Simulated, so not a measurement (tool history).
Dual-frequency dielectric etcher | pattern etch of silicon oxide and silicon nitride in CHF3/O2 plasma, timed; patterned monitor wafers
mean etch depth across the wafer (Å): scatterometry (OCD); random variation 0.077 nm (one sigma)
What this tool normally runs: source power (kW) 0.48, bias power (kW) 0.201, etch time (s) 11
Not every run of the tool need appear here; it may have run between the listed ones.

run     day  source power (kW)  bias power (kW)  etch time (s)  wafers since the last listed run  hours since the last wet clean  hours since the last source power generator calibration  hours since the last bias power generator calibration  hours since the last upper electrode change  hours since the gauge calibration  read-back reference wafer on the same gauge, depth_nm  mean etch depth across the wafer (Å)
  1       0               0.48            0.201             11                                 0                            64.7                                                      816                                                 3294.6                                       2070.7                             2304.4                                                  18.07                                 169.1
  2   3.033               0.48            0.201             11                              1173                           137.5                                                    888.8                                                 3367.4                                       2143.5                             2377.2                                                   18.1                                 167.3
  3     5.3               0.48            0.201             11                               877                           191.9                                                    943.2                                                 3421.8                                       2197.9                             2431.6                                                   18.1                                   167
  4   7.142               0.43            0.201             11                               712                           236.1                                                    987.4                                                   3466                                       2242.1                             2475.8                                                  18.07                                 159.6
  5   8.829               0.43            0.201             11                               652                           276.6                                                   1027.9                                                 3506.5                                       2282.6                             2516.3                                                  18.11                                 159.6
     12.004  -- upper electrode replaced
  6  12.025               0.52            0.201             11                               849                           353.3                                                   1104.6                                                 3583.2                                          0.5                               2593                                                  18.11                                 166.4
  7  14.838               0.48            0.201             11                              1088                           420.8                                                   1172.1                                                 3650.7                                           68                             2660.5                                                   18.1                                 162.5
  8    17.2               0.48            0.201             11                               914                           477.5                                                   1228.8                                                 3707.4                                        124.7                             2717.2                                                  18.08                                 159.2
     19.579  -- wet clean of the chamber
  9  22.125               0.48            0.201             11                              1518                            61.1                                                     1347                                                 3825.6                                        242.9                             2835.4                                                   18.1                                 169.2
     24.104  -- gauge calibrated
 10  24.483               0.48            0.175              9                               912                           117.7                                                   1403.6                                                 3882.2                                        299.5                                9.1                                                  18.09                                 131.2
 11  27.675               0.48            0.175              9                              1234                           194.3                                                   1480.2                                                 3958.8                                        376.1                               85.7                                                  18.11                                   130
 12  30.821               0.48            0.156             13                              1217                           269.8                                                   1555.7                                                 4034.3                                        451.6                              161.2                                                  18.11                                 178.7
 13  34.683               0.48            0.201           14.5                              1494                           362.5                                                   1648.4                                                   4127                                        544.3                              253.9                                                   18.1                                 215.7
     37.408  -- wet clean of the chamber
 14  38.392               0.38            0.248           12.5                              1047                            23.6                                                   1737.4                                                   4216                                        633.3                              342.9                                                  18.09                                   198
 15  40.588               0.48            0.201             11                               849                            76.3                                                   1790.1                                                 4268.7                                          686                              395.6                                                   18.1                                 169.9
     43.933  -- bias power generator calibrated
 16  44.983               0.48            0.201             11                              1636                           181.8                                                   1895.6                                                   25.2                                        791.5                              501.1                                                   18.1                                 168.1
 17  48.162               0.48            0.201             11                              1230                           258.1                                                   1971.9                                                  101.5                                        867.8                              577.4                                                  18.08                                 167.5
 18  51.675               0.48            0.201             11                              1359                           342.4                                                   2056.2                                                  185.8                                        952.1                              661.7                                                   18.1                                 164.7
 19  53.771               0.48            0.173            9.5                               810                           392.7                                                   2106.5                                                  236.1                                       1002.4                                712                                                  18.09                                   134
     54.379  -- source power generator calibrated
 20  56.333               0.55            0.228             10                               927                           454.2                                                     46.9                                                  297.6                                       1063.9                              773.5                                                   18.1                                 161.5
     59.883  -- wet clean of the chamber
 21  59.904               0.48            0.201             11                               994                             0.5                                                    132.6                                                  383.3                                       1149.6                              859.2                                                   18.1                                 169.6
 22  61.812               0.48            0.201             14                               738                            46.3                                                    178.4                                                  429.1                                       1195.4                                905                                                  18.09                                 215.5
 23  65.692               0.48            0.201             11                              1500                           139.4                                                    271.5                                                  522.2                                       1288.5                              998.1                                                  18.09                                 166.4
 24  68.479               0.42            0.201             11                              1078                           206.3                                                    338.4                                                  589.1                                       1355.4                               1065                                                  18.11                                 160.6
 25  70.283               0.37            0.172            7.5                               698                           249.6                                                    381.7                                                  632.4                                       1398.7                             1108.3                                                   18.1                                  98.8
 26  71.921                0.4            0.201              9                               633                           288.9                                                      421                                                  671.7                                         1438                             1147.6                                                  18.09                                 127.8
 27   75.15               0.38            0.165             11                              1249                           366.4                                                    498.5                                                  749.2                                       1515.5                             1225.1                                                   18.1                                 142.8
 28  78.129               0.48            0.226             11                              1152                           437.9                                                      570                                                  820.7                                         1587                             1296.6                                                  18.11                                 168.2
     79.192  -- wet clean of the chamber
 29  79.808               0.48            0.201             11                               262                            14.8                                                    610.3                                                    861                                       1627.3                             1336.9                                                  18.12                                   169

For each entry between runs, how does the tool's hidden state at the last listed run before it compare with that at the first listed run after it?
Logged between run 5 and run 6: upper electrode replaced (day 12.004)
  etch rate over this chamber's usual, %: -3.25 -> -4.1
  measured less the result without the state, mean etch depth across the wafer (Å): -5.4 -> -7.2
Logged between run 8 and run 9: wet clean of the chamber (day 19.579)
  etch rate over this chamber's usual, %: -5.48 -> 0.0741
  measured less the result without the state, mean etch depth across the wafer (Å): -9.2 -> +0.2
Logged between run 9 and run 10: gauge calibrated (day 24.104)
  etch rate over this chamber's usual, %: 0.0741 -> -0.553
  measured less the result without the state, mean etch depth across the wafer (Å): +0.2 -> -0.7
Logged between run 13 and run 14: wet clean of the chamber (day 37.408)
  etch rate over this chamber's usual, %: -3.26 -> 0.66
  measured less the result without the state, mean etch depth across the wafer (Å): -7.3 -> +1.3
Logged between run 15 and run 16: bias power generator calibrated (day 43.933)
  etch rate over this chamber's usual, %: 0.0761 -> -1.09
  measured less the result without the state, mean etch depth across the wafer (Å): +0.1 -> -1.8
Logged between run 19 and run 20: source power generator calibrated (day 54.379)
  etch rate over this chamber's usual, %: -3.43 -> -4.11
  measured less the result without the state, mean etch depth across the wafer (Å): -4.8 -> -6.9
Logged between run 20 and run 21: wet clean of the chamber (day 59.883)
  etch rate over this chamber's usual, %: -4.11 -> -0.221
  measured less the result without the state, mean etch depth across the wafer (Å): -6.9 -> -0.4
Logged between run 28 and run 29: wet clean of the chamber (day 79.192)
  etch rate over this chamber's usual, %: -5.07 -> -0.814
  measured less the result without the state, mean etch depth across the wafer (Å): -8.9 -> -1.4
